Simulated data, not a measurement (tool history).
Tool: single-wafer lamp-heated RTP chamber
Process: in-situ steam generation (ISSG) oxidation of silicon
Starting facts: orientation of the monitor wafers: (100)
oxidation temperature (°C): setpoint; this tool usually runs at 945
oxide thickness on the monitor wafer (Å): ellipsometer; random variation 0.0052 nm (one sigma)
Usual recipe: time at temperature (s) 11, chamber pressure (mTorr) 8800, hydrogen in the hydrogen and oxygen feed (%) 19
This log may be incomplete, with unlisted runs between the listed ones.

run	day	oxidation temperature (°C)	time at temperature (s)	chamber pressure (mTorr)	hydrogen in the hydrogen and oxygen feed (%)	wafers since the last listed run	wafers since the last pyrometer calibration	hours since the pressure gauge was zeroed	hours since the hydrogen flow controller was replaced	hours since the gauge calibration	read-back reference wafer on the same gauge, thickness	oxide thickness on the monitor wafer (Å)
1	0	958	11	9400	19	0	5206	1484.9	3742.7	42.2	4.04	36.53
2	0.546	958	11	9400	19	167	5373	1498	3755.8	55.3	4.041	36.57
3	0.842	958	11	9400	19	90	5464	1505.1	3762.9	62.4	4.039	36.64
4	1.175	945	11	8800	19	102	5566	1513.1	3770.9	70.4	4.038	35.63
5	1.771	945	11	8800	19	182	5749	1527.4	3785.2	84.7	4.039	35.8
6	2.254	945	11	8800	19	148	5897	1539	3796.8	96.3	4.039	35.8
# day 2.788: pressure gauge zeroed
7	2.942	945	11	8800	19	108	6006	3.7	3813.3	112.8	4.04	35.8
8	3.471	945	11	8800	19	162	6168	16.4	3826	125.5	4.041	35.73
# day 4.183: pyrometer window cleaned and pyrometer calibrated
9	4.383	956	12	8800	19	177	61	38.3	3847.9	147.4	4.038	37.2
# day 5.179: hydrogen flow controller replaced
10	5.2	945	11	8800	19	148	209	57.9	0.5	167	4.041	35.11
11	5.383	945	11	8800	11	56	266	62.3	4.9	171.4	4.038	31.01
12	5.767	945	7	8800	19	117	383	71.5	14.1	180.6	4.04	29.9
# day 5.95: gauge calibrated
13	6.042	945	11	9700	19	84	468	78.1	20.7	2.2	4.042	34.75
14	6.433	945	14	8800	19	120	588	87.5	30.1	11.6	4.04	38.62
15	7.054	945	11	8800	19	190	778	102.4	45	26.5	4.041	35.38
16	7.671	939	13	8800	19	189	967	117.2	59.8	41.3	4.041	37.03
17	8.217	961	10	8800	27	167	1135	130.3	72.9	54.4	4.04	38.78

What if the next run were any one of these 3? Each begins from the tool's condition after run 17:
A	8.233	945	11	8200	19	5	1140	130.7	73.3	54.8	?	?
B	8.233	957	11	8800	23	5	1140	130.7	73.3	54.8	?	?
C	8.233	945	14	8800	11	5	1140	130.7	73.3	54.8	?	?

run	read-back reference wafer on the same gauge, thickness	oxide thickness on the monitor wafer (Å)
A	4.039	35.47
B	4.039	38.12
C	4.039	34.29
What these runs would have given with no unlogged condition in the tool:
run	oxide thickness on the monitor wafer (Å)
A	35.01
B	37.58
C	33.81
